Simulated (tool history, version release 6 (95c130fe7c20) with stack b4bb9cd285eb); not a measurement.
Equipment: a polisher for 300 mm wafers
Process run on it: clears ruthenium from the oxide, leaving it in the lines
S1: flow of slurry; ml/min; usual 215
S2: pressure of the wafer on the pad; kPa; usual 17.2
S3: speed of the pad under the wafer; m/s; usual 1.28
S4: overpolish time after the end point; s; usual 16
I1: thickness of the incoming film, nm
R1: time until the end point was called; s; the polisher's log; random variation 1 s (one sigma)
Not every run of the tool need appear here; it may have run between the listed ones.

{"run": 1, "hour": 0.0, "S1": 215, "S2": 17.2, "S3": 1.28, "S4": 16, "I1": 178.4, "R1": 91}
{"run": 2, "hour": 65.6, "S1": 215, "S2": 17.2, "S3": 1.28, "S4": 16, "I1": 180.6, "R1": 91.1}
{"run": 3, "hour": 110.9, "S1": 215, "S2": 17.2, "S3": 1.28, "S4": 16, "I1": 180.4, "R1": 93.8}
{"hour": 139.5, "done": "worn pad replaced by a new one"}
{"run": 4, "hour": 163.3, "S1": 165, "S2": 17.2, "S3": 1.28, "S4": 9, "I1": 182.1, "R1": 100.5}
{"run": 5, "hour": 305.8, "S1": 165, "S2": 17.2, "S3": 1.28, "S4": 9, "I1": 180, "R1": 108}
{"hour": 359.9, "done": "slurry nozzle cleaned"}
{"hour": 371.2, "done": "head pressure recalibrated"}
{"run": 6, "hour": 374.5, "S1": 215, "S2": 17.2, "S3": 1.28, "S4": 20, "I1": 179.5, "R1": 89.2}
{"run": 7, "hour": 410.0, "S1": 215, "S2": 17.2, "S3": 1.28, "S4": 20, "I1": 182.8, "R1": 91.3}
{"run": 8, "hour": 476.1, "S1": 215, "S2": 17.2, "S3": 1.28, "S4": 16, "I1": 178.3, "R1": 90.7}
{"run": 9, "hour": 520.5, "S1": 215, "S2": 17.2, "S3": 1.28, "S4": 16, "I1": 182.2, "R1": 95.1}
{"run": 10, "hour": 563.9, "S1": 215, "S2": 17.2, "S3": 1.28, "S4": 16, "I1": 178.2, "R1": 92.2}
{"run": 11, "hour": 598.7, "S1": 215, "S2": 17.2, "S3": 1.28, "S4": 16, "I1": 179, "R1": 94.1}
{"run": 12, "hour": 648.6, "S1": 215, "S2": 17.2, "S3": 1.28, "S4": 16, "I1": 183.2, "R1": 96.2}
{"hour": 655.7, "done": "worn pad replaced by a new one"}
{"run": 13, "hour": 705.1, "S1": 240, "S2": 17.2, "S3": 1.62, "S4": 16, "I1": 176.4, "R1": 75.8}
{"run": 14, "hour": 755.5, "S1": 240, "S2": 17.2, "S3": 1.62, "S4": 16, "I1": 181.1, "R1": 77.2}
{"hour": 759.1, "done": "slurry nozzle cleaned"}
{"run": 15, "hour": 797.1, "S1": 215, "S2": 21.4, "S3": 1.48, "S4": 16, "I1": 182.4, "R1": 70.4}
{"run": 16, "hour": 828.4, "S1": 215, "S2": 17.2, "S3": 1.06, "S4": 10, "I1": 179.3, "R1": 104.6}
{"run": 17, "hour": 887.8, "S1": 270, "S2": 14.5, "S3": 0.86, "S4": 21, "I1": 180.2, "R1": 135.1}
{"run": 18, "hour": 928.6, "S1": 175, "S2": 19.3, "S3": 1.52, "S4": 13, "I1": 180.6, "R1": 75}
{"run": 19, "hour": 953.3, "S1": 190, "S2": 13.1, "S3": 1.66, "S4": 16, "I1": 182.6, "R1": 93.8}
{"run": 20, "hour": 997.5, "S1": 185, "S2": 21.4, "S3": 0.88, "S4": 24, "I1": 180.6, "R1": 110.8}
{"run": 21, "hour": 1036.3, "S1": 215, "S2": 17.2, "S3": 1.28, "S4": 16, "I1": 178.6, "R1": 94.6}
{"run": 22, "hour": 1073.3, "S1": 275, "S2": 14.5, "S3": 1.44, "S4": 20, "I1": 181.8, "R1": 96.4}
{"hour": 1089.1, "done": "worn pad replaced by a new one"}
{"run": 23, "hour": 1121.9, "S1": 215, "S2": 17.2, "S3": 1.28, "S4": 16, "I1": 178.5, "R1": 96.8}
{"hour": 1143.1, "done": "head pressure recalibrated"}
{"run": 24, "hour": 1184.1, "S1": 215, "S2": 17.2, "S3": 1.28, "S4": 21, "I1": 181.3, "R1": 97.8}
{"hour": 1188.3, "done": "slurry nozzle cleaned"}
{"run": 25, "hour": 1255.5, "S1": 160, "S2": 12.4, "S3": 1.06, "S4": 21, "I1": 179.4, "R1": 134.2}
{"run": 26, "hour": 1308.7, "S1": 215, "S2": 17.2, "S3": 1.28, "S4": 16, "I1": 179.1, "R1": 89.2}
{"run": 27, "hour": 1334.0, "S1": 215, "S2": 17.2, "S3": 1.28, "S4": 16, "I1": 178.2, "R1": 91.6}
{"run": 28, "hour": 1363.3, "S1": 240, "S2": 17.2, "S3": 1.62, "S4": 16, "I1": 177.3, "R1": 73.8}
{"hour": 1483.3, "done": "worn pad replaced by a new one"}
{"run": 29, "hour": 1554.2, "S1": 240, "S2": 17.2, "S3": 1.62, "S4": 16, "I1": 176.3, "R1": 75.2}
{"run": 30, "hour": 1584.2, "S1": 215, "S2": 17.2, "S3": 1.28, "S4": 10, "I1": 178.9, "R1": 94.7}
{"hour": 1603.8, "done": "slurry nozzle cleaned"}
{"run": 31, "hour": 1655.3, "S1": 175, "S2": 17.2, "S3": 1.28, "S4": 16, "I1": 182.1, "R1": 93.7}
{"run": 32, "hour": 1709.1, "S1": 150, "S2": 17.2, "S3": 1.64, "S4": 16, "I1": 179.1, "R1": 79.3}
{"run": 33, "hour": 1754.7, "S1": 215, "S2": 13.1, "S3": 1.28, "S4": 16, "I1": 180.4, "R1": 112.9}
{"hour": 1797.3, "done": "head pressure recalibrated"}
{"run": 34, "hour": 1797.8, "S1": 290, "S2": 17.2, "S3": 1.28, "S4": 12, "I1": 180.8, "R1": 87.2}
{"run": 35, "hour": 1887.5, "S1": 165, "S2": 17.2, "S3": 1.54, "S4": 16, "I1": 182.4, "R1": 87.8}
{"run": 36, "hour": 1953.5, "S1": 215, "S2": 17.2, "S3": 1.6, "S4": 16, "I1": 178.2, "R1": 79.3}

Predict each of these 5 candidate next runs independently; none follows another, all start after run 36:
{"run": "A", "hour": 1954.0, "S1": 215, "S2": 17.2, "S3": 1.28, "S4": 16, "I1": 178.3, "R1": "?"}
{"run": "B", "hour": 1954.0, "S1": 215, "S2": 21.4, "S3": 1.72, "S4": 26, "I1": 178.3, "R1": "?"}
{"run": "C", "hour": 1954.0, "S1": 165, "S2": 22.8, "S3": 1.28, "S4": 16, "I1": 178.3, "R1": "?"}
{"run": "D", "hour": 1954.0, "S1": 215, "S2": 17.2, "S3": 1.28, "S4": 11, "I1": 178.3, "R1": "?"}
{"run": "E", "hour": 1954.0, "S1": 215, "S2": 11.7, "S3": 1.68, "S4": 11, "I1": 178.3, "R1": "?"}

run=A R1=92.1
run=B R1=61.8
run=C R1=79.8
run=D R1=92.1
run=E R1=96.1
With the hidden condition removed and each run's random variation left untouched, the same runs would have given:
run=A R1=85.9
run=B R1=57.7
run=C R1=72.8
run=D R1=85.9
run=E R1=89.6
